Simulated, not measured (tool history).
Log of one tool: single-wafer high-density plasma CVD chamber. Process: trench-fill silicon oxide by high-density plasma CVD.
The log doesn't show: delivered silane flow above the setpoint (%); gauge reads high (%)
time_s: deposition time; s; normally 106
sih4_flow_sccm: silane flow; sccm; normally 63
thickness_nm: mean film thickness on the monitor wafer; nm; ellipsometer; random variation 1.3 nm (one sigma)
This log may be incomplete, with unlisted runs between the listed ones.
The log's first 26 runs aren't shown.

run,hour,time_s,sih4_flow_sccm,wafers since the last listed run,hours since the silane flow controller was replaced,hours since the gauge calibration,"read-back reference wafer on the same gauge, thickness_nm",thickness_nm
27,322.2,106,63,104,1316.8,73.3,731.574,681.499
28,335.2,121,58,96,1329.8,86.3,732.002,717.552
29,343.9,106,63,64,1338.5,95.0,732.119,683.409
30,354.8,106,52,81,1349.4,105.9,732.497,563.385
31,374.7,125,58,148,1369.3,125.8,732.054,740.727
32,381.6,94,73,51,1376.2,132.7,732.306,699.669
# hour 427.1: silane flow controller replaced
33,435.3,106,63,340,8.2,186.4,732.055,658.761
34,476.5,122,74,306,49.4,227.6,731.449,896.048
35,483.9,106,60,55,56.8,235.0,731.397,631.317
36,491.2,126,68,54,64.1,242.3,731.798,852.601
37,505.0,85,52,102,77.9,256.1,731.886,437.988
38,517.6,106,63,93,90.5,268.7,731.489,662.500

For run 39, what comes out?
39,535.3,98,58,131,108.2,286.4,?,?

Run 39 yielded read-back reference wafer on the same gauge, thickness_nm 732.090, thickness_nm 564.504 nm.
If the tool had no hidden condition, the same run with the same run-to-run variation would have returned thickness_nm 552.382 nm.
